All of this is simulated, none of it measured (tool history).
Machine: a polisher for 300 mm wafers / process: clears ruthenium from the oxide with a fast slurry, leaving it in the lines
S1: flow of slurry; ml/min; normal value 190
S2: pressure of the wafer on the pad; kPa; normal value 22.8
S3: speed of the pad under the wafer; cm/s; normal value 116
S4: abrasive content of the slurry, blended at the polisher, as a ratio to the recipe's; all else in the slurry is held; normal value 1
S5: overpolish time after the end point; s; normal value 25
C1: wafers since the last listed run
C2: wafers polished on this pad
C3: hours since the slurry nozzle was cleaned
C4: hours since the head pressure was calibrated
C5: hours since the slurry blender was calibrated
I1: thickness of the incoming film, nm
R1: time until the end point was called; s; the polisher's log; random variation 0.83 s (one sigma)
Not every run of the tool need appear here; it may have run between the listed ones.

{"run": 1, "hour": 0.0, "S1": 190, "S2": 22.8, "S3": 116, "S4": 1, "S5": 25, "C1": 0, "C2": 26, "C3": 402.9, "C4": 786, "C5": 42, "I1": 290.7, "R1": 53.8}
{"run": 2, "hour": 8.5, "S1": 190, "S2": 22.8, "S3": 116, "S4": 1, "S5": 25, "C1": 86, "C2": 112, "C3": 411.4, "C4": 794.5, "C5": 50.5, "I1": 289.6, "R1": 52.9}
{"run": 3, "hour": 19.4, "S1": 190, "S2": 22.8, "S3": 116, "S4": 1, "S5": 25, "C1": 111, "C2": 223, "C3": 422.3, "C4": 805.4, "C5": 61.4, "I1": 283.7, "R1": 54.1}
{"run": 4, "hour": 27.2, "S1": 190, "S2": 24.8, "S3": 116, "S4": 1, "S5": 25, "C1": 79, "C2": 303, "C3": 430.1, "C4": 813.2, "C5": 69.2, "I1": 285.5, "R1": 49.4}
{"run": 5, "hour": 33.8, "S1": 190, "S2": 24.8, "S3": 116, "S4": 1, "S5": 25, "C1": 67, "C2": 370, "C3": 436.7, "C4": 819.8, "C5": 75.8, "I1": 290.8, "R1": 51.3}
{"run": 6, "hour": 44.4, "S1": 190, "S2": 22.8, "S3": 116, "S4": 1, "S5": 25, "C1": 107, "C2": 478, "C3": 447.3, "C4": 830.4, "C5": 86.4, "I1": 292.2, "R1": 55.3}
{"run": 7, "hour": 57.3, "S1": 190, "S2": 22.8, "S3": 116, "S4": 1, "S5": 25, "C1": 131, "C2": 609, "C3": 460.2, "C4": 843.3, "C5": 99.3, "I1": 286.3, "R1": 54.1}
{"hour": 63.0, "done": "slurry nozzle cleaned"}
{"hour": 67.5, "done": "worn pad replaced by a new one"}
{"run": 8, "hour": 68.0, "S1": 140, "S2": 30.3, "S3": 116, "S4": 1.1, "S5": 29, "C1": 58, "C2": 5, "C3": 5, "C4": 854, "C5": 110, "I1": 292.2, "R1": 41.4}
{"hour": 70.6, "done": "slurry blender recalibrated"}
{"run": 9, "hour": 77.1, "S1": 190, "S2": 22.8, "S3": 116, "S4": 1, "S5": 25, "C1": 72, "C2": 77, "C3": 14.1, "C4": 863.1, "C5": 6.5, "I1": 291.7, "R1": 50.5}
{"hour": 93.4, "done": "head pressure recalibrated"}
{"run": 10, "hour": 95.0, "S1": 190, "S2": 17.9, "S3": 116, "S4": 1, "S5": 25, "C1": 161, "C2": 239, "C3": 32, "C4": 1.6, "C5": 24.4, "I1": 287.5, "R1": 65.2}
{"run": 11, "hour": 104.5, "S1": 160, "S2": 29.6, "S3": 116, "S4": 1, "S5": 25, "C1": 96, "C2": 336, "C3": 41.5, "C4": 11.1, "C5": 33.9, "I1": 290, "R1": 42}
{"run": 12, "hour": 116.1, "S1": 150, "S2": 16.5, "S3": 116, "S4": 1, "S5": 25, "C1": 118, "C2": 454, "C3": 53.1, "C4": 22.7, "C5": 45.5, "I1": 288.1, "R1": 73.6}
{"run": 13, "hour": 122.4, "S1": 190, "S2": 22.8, "S3": 116, "S4": 1, "S5": 25, "C1": 64, "C2": 518, "C3": 59.4, "C4": 29, "C5": 51.8, "I1": 285.7, "R1": 52.1}
{"run": 14, "hour": 136.6, "S1": 190, "S2": 22.8, "S3": 116, "S4": 1, "S5": 38, "C1": 144, "C2": 663, "C3": 73.6, "C4": 43.2, "C5": 66, "I1": 291.5, "R1": 52.3}
{"hour": 148.6, "done": "worn pad replaced by a new one"}
{"run": 15, "hour": 152.4, "S1": 135, "S2": 22.8, "S3": 116, "S4": 1, "S5": 25, "C1": 120, "C2": 38, "C3": 89.4, "C4": 59, "C5": 81.8, "I1": 286.2, "R1": 56.1}

List, for all runs, the conditions of the tool that the log does not record:
removal rate lost through wear of the pad, %: 0 on each run
slurry flow missing at the pad, %: 0 on each run
deviation of the head's pressure from its setpoint, %: 0 on each run
H1: abrasive missing from the slurry, %
run=1 H1=12.5
run=2 H1=13.6
run=3 H1=14.6
run=4 H1=15.2
run=5 H1=15.6
run=6 H1=16.2
run=7 H1=16.7
run=8 H1=17
run=9 H1=3.74
run=10 H1=8.35
run=11 H1=10.1
run=12 H1=11.7
run=13 H1=12.5
run=14 H1=13.7
run=15 H1=14.7

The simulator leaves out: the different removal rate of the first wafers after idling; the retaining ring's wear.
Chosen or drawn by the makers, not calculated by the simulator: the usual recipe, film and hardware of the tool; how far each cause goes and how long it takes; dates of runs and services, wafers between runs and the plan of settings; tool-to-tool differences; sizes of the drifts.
